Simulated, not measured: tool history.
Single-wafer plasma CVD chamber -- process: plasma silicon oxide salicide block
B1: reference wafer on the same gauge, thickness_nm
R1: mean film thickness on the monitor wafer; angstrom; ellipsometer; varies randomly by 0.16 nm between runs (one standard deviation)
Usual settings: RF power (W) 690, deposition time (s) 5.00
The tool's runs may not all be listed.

run 1 hour=0.0 | RF_power_(W)=690 deposition_time_(s)=5.00 | B1=52.146 | R1=493.12
run 2 hour=6.7 | RF_power_(W)=690 deposition_time_(s)=5.00 | B1=52.058 | R1=492.95
run 3 hour=15.1 | RF_power_(W)=690 deposition_time_(s)=5.00 | B1=52.081 | R1=493.51
run 4 hour=24.8 | RF_power_(W)=690 deposition_time_(s)=5.00 | B1=52.145 | R1=495.90
run 5 hour=40.3 | RF_power_(W)=690 deposition_time_(s)=5.00 | B1=52.083 | R1=490.31
run 6 hour=48.3 | RF_power_(W)=690 deposition_time_(s)=5.00 | B1=52.111 | R1=492.67
run 7 hour=60.7 | RF_power_(W)=690 deposition_time_(s)=5.00 | B1=52.083 | R1=492.29
run 8 hour=67.5 | RF_power_(W)=690 deposition_time_(s)=5.00 | B1=52.145 | R1=494.49
run 9 hour=80.3 | RF_power_(W)=690 deposition_time_(s)=5.00 | B1=52.104 | R1=496.09
run 10 hour=97.4 | RF_power_(W)=690 deposition_time_(s)=5.00 | B1=52.149 | R1=491.64
run 11 hour=109.0 | RF_power_(W)=690 deposition_time_(s)=5.00 | B1=52.022 | R1=494.39
run 12 hour=122.4 | RF_power_(W)=610 deposition_time_(s)=5.70 | B1=52.046 | R1=534.82
run 13 hour=128.9 | RF_power_(W)=610 deposition_time_(s)=5.70 | B1=52.060 | R1=535.29
run 14 hour=143.8 | RF_power_(W)=690 deposition_time_(s)=5.00 | B1=52.074 | R1=493.34
run 15 hour=194.2 | RF_power_(W)=690 deposition_time_(s)=5.00 | B1=52.115 | R1=492.95
run 16 hour=200.9 | RF_power_(W)=690 deposition_time_(s)=5.00 | B1=52.113 | R1=491.16
run 17 hour=209.0 | RF_power_(W)=690 deposition_time_(s)=5.00 | B1=52.097 | R1=495.80
run 18 hour=218.8 | RF_power_(W)=690 deposition_time_(s)=5.00 | B1=52.122 | R1=495.48
-- hour=235.7 gauge calibrated
-- hour=239.9 RF generator calibrated
-- hour=246.3 showerhead replaced
run 19 hour=246.8 | RF_power_(W)=630 deposition_time_(s)=5.41 | B1=52.106 | R1=515.23
run 20 hour=247.1 | RF_power_(W)=570 deposition_time_(s)=5.00 | B1=52.076 | R1=457.43
run 21 hour=251.2 | RF_power_(W)=590 deposition_time_(s)=5.79 | B1=52.055 | R1=538.08
run 22 hour=263.2 | RF_power_(W)=640 deposition_time_(s)=5.77 | B1=52.119 | R1=551.51
run 23 hour=278.4 | RF_power_(W)=820 deposition_time_(s)=5.54 | B1=52.157 | R1=583.41
run 24 hour=290.3 | RF_power_(W)=690 deposition_time_(s)=5.00 | B1=52.162 | R1=493.93
run 25 hour=307.6 | RF_power_(W)=615 deposition_time_(s)=4.32 | B1=52.195 | R1=405.44
run 26 hour=315.6 | RF_power_(W)=690 deposition_time_(s)=5.37 | B1=52.098 | R1=525.85
run 27 hour=332.8 | RF_power_(W)=800 deposition_time_(s)=5.89 | B1=52.088 | R1=612.95
run 28 hour=365.3 | RF_power_(W)=825 deposition_time_(s)=5.49 | B1=52.156 | R1=581.10
run 29 hour=381.2 | RF_power_(W)=690 deposition_time_(s)=5.69 | B1=52.028 | R1=558.73
run 30 hour=392.9 | RF_power_(W)=745 deposition_time_(s)=5.42 | B1=52.078 | R1=549.87
run 31 hour=405.6 | RF_power_(W)=815 deposition_time_(s)=5.66 | B1=52.068 | R1=594.74
run 32 hour=412.9 | RF_power_(W)=690 deposition_time_(s)=5.00 | B1=52.078 | R1=491.06
run 33 hour=424.1 | RF_power_(W)=735 deposition_time_(s)=5.99 | B1=52.195 | R1=604.44
run 34 hour=438.7 | RF_power_(W)=640 deposition_time_(s)=4.09 | B1=52.018 | R1=392.37
run 35 hour=456.7 | RF_power_(W)=690 deposition_time_(s)=5.00 | B1=52.088 | R1=496.72
run 36 hour=474.7 | RF_power_(W)=795 deposition_time_(s)=4.75 | B1=52.126 | R1=493.11
run 37 hour=490.8 | RF_power_(W)=690 deposition_time_(s)=5.00 | B1=52.056 | R1=493.50

List, for all runs, the conditions of the tool that the log does not record:
delivered RF power above the setpoint (%): 0 at every run
gauge reads high (%): 0 at every run

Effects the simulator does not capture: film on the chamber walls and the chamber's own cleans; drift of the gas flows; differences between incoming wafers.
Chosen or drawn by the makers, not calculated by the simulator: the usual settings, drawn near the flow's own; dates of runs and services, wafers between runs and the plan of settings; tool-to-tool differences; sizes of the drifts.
